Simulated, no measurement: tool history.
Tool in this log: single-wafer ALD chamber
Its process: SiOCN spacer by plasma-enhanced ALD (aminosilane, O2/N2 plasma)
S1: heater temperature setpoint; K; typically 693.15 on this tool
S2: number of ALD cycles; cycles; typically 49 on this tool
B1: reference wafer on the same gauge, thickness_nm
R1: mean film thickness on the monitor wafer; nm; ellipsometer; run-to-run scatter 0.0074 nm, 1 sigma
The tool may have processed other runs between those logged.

Run 1, hour 0.0: usual settings; B1 3.176. Result: R1 2.643 nm.
Run 2, hour 26.2: usual settings; B1 3.180. Result: R1 2.659 nm.
Run 3, hour 84.4: usual settings; B1 3.181. Result: R1 2.651 nm.
Run 4, hour 151.1: usual settings; B1 3.181. Result: R1 2.635 nm.
Run 5, hour 185.2: usual settings; B1 3.178. Result: R1 2.641 nm.
Run 6, hour 215.5: usual settings; B1 3.181. Result: R1 2.643 nm.
Run 7, hour 275.5: usual settings; B1 3.180. Result: R1 2.661 nm.
Run 8, hour 305.2: usual settings; B1 3.181. Result: R1 2.664 nm.
Run 9, hour 361.9: usual settings but S1 703.15 K; B1 3.180. Result: R1 2.575 nm.
Run 10, hour 427.4: usual settings but S1 703.15 K; B1 3.181. Result: R1 2.571 nm.
Run 11, hour 495.9: usual settings but S1 682.15 K, S2 42 cycles; B1 3.182. Result: R1 2.340 nm.
Run 12, hour 560.6: usual settings but S1 682.15 K, S2 42 cycles; B1 3.179. Result: R1 2.354 nm.
Run 13, hour 589.9: usual settings but S1 682.15 K, S2 42 cycles; B1 3.182. Result: R1 2.341 nm.
Run 14, hour 780.4: usual settings but S1 698.15 K; B1 3.180. Result: R1 2.607 nm.
Run 15, hour 818.6: usual settings but S1 704.15 K; B1 3.180. Result: R1 2.565 nm.
Run 16, hour 871.0: usual settings but S1 704.15 K; B1 3.178. Result: R1 2.567 nm.
Run 17, hour 918.8: usual settings but S1 704.15 K; B1 3.178. Result: R1 2.553 nm.
Run 18, hour 1034.3: usual settings; B1 3.178. Result: R1 2.646 nm.
At hour 1079.3: gauge calibrated.
Run 19, hour 1087.5: usual settings; B1 3.179. Result: R1 2.644 nm.
At hour 1138.4: thermocouple changed; heater temperature recalibrated.
Run 20, hour 1154.7: usual settings but S1 704.15 K; B1 3.181. Result: R1 2.604 nm.
Run 21, hour 1188.0: usual settings but S1 698.15 K; B1 3.177. Result: R1 2.633 nm.
Run 22, hour 1255.1: usual settings but S1 708.15 K, S2 57 cycles; B1 3.182. Result: R1 2.988 nm.
Run 23, hour 1309.7: usual settings but S1 707.15 K, S2 52 cycles; B1 3.183. Result: R1 2.739 nm.
Run 24, hour 1345.6: usual settings but S1 686.15 K, S2 52 cycles; B1 3.181. Result: R1 2.892 nm.
Run 25, hour 1394.5: usual settings; B1 3.179. Result: R1 2.676 nm.
Run 26, hour 1428.7: usual settings but S1 679.15 K, S2 58 cycles; B1 3.181. Result: R1 3.288 nm.
Run 27, hour 1466.9: usual settings but S1 688.15 K; B1 3.178. Result: R1 2.690 nm.
Run 28, hour 1508.7: usual settings but S1 686.15 K, S2 40 cycles; B1 3.182. Result: R1 2.226 nm.
Run 29, hour 1541.5: usual settings but S1 697.15 K, S2 42 cycles; B1 3.182. Result: R1 2.250 nm.
Run 30, hour 1588.6: usual settings; B1 3.180. Result: R1 2.655 nm.
Run 31, hour 1644.8: usual settings but S1 678.15 K, S2 45 cycles; B1 3.180. Result: R1 2.552 nm.
Run 32, hour 1700.3: usual settings but S1 683.15 K, S2 52 cycles; B1 3.179. Result: R1 2.913 nm.
Run 33, hour 1903.3: usual settings but S2 39 cycles; B1 3.181. Result: R1 2.122 nm.
Run 34, hour 1929.8: usual settings but S1 678.15 K; B1 3.178. Result: R1 2.775 nm.
Run 35, hour 1966.6: usual settings but S1 706.15 K, S2 43 cycles; B1 3.180. Result: R1 2.236 nm.
Run 36, hour 2015.4: usual settings but S2 43 cycles; B1 3.181. Result: R1 2.326 nm.
Run 37, hour 2040.8: usual settings but S1 680.15 K, S2 39 cycles; B1 3.183. Result: R1 2.181 nm.
Run 38, hour 2097.1: usual settings but S1 681.15 K, S2 58 cycles; B1 3.181. Result: R1 3.238 nm.

4 ways to go on from here, each from the tool as it stands after run 38. What would each give?
Run A, hour 2097.6: usual settings; B1 ?. Result: R1 ?.
Run B, hour 2097.6: usual settings but S2 41 cycles; B1 ?. Result: R1 ?.
Run C, hour 2097.6: usual settings but S1 682.15 K, S2 55 cycles; B1 ?. Result: R1 ?.
Run D, hour 2097.6: usual settings but S1 683.15 K, S2 58 cycles; B1 ?. Result: R1 ?.

run     B1     R1
  A  3.178  2.661
  B  3.178  2.226
  C  3.178  3.080
  D  3.178  3.239
Without the tool's hidden state the same runs would have given:
run     R1
  A  2.697
  B  2.256
  C  3.120
  D  3.282
